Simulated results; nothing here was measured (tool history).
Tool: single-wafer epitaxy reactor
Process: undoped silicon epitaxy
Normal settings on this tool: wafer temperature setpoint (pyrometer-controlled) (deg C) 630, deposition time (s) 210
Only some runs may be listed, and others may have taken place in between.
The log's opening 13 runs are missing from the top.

run    hour  wafer temperature setpoint (pyrometer-controlled) (deg C)  deposition time (s)  read-back reference wafer on the same gauge, thickness_nm  mean film thickness on the monitor wafer (angstrom)
 14    1383                                                        630                  210                                                     21.226                                                210.3
 15  1445.2                                                        630                  210                                                     21.191                                               210.09
     1454.7  -- pyrometer calibrated
 16  1542.7                                                        630                  210                                                     21.221                                               210.69
 17  1581.8                                                        618                  210                                                     21.211                                               161.45
 18  1689.4                                                        618                  210                                                     21.203                                               162.17
 19  1783.8                                                        630                  210                                                     21.183                                                210.4
 20  1865.9                                                        630                  210                                                     21.193                                               209.38
     1874.4  -- gauge calibrated
 21  1964.3                                                        630                  210                                                     21.201                                               210.25
 22  2029.2                                                        630                  210                                                     21.228                                               210.64
 23  2078.9                                                        630                  210                                                     21.208                                               209.72
 24  2124.4                                                        643                  189                                                     21.207                                               251.92
 25  2201.2                                                        630                  210                                                     21.165                                               210.96
 26  2237.6                                                        630                  210                                                     21.205                                               210.62
 27  2279.9                                                        630                  210                                                     21.179                                               210.94
 28  2345.8                                                        630                  210                                                     21.171                                               210.13
 29  2407.1                                                        630                  210                                                     21.167                                                212.2
 30  2487.2                                                        630                  222                                                      21.16                                               222.19
 31  2559.6                                                        630                  210                                                      21.19                                               211.72
 32  2613.8                                                        640                  187                                                      21.19                                               234.62
 33  2688.5                                                        630                  210                                                     21.191                                               210.34
 34  2778.2                                                        637                  251                                                     21.213                                               291.79
 35  2836.4                                                        637                  183                                                     21.213                                               213.61
 36    2879                                                        621                  250                                                     21.209                                                  206
 37  2940.8                                                        621                  233                                                     21.203                                               190.75
 38  2982.9                                                        637                  233                                                     21.218                                               272.57

Run 39 is up next; what results do you expect?
 39  3052.6                                                        634                  199                                                          ?                                                    ?

read-back reference wafer on the same gauge, thickness_nm: 21.198
mean film thickness on the monitor wafer (angstrom): 218.21
With the hidden condition absent and the run-to-run variation left alone, this run would have shown mean film thickness on the monitor wafer (angstrom) 218.21.

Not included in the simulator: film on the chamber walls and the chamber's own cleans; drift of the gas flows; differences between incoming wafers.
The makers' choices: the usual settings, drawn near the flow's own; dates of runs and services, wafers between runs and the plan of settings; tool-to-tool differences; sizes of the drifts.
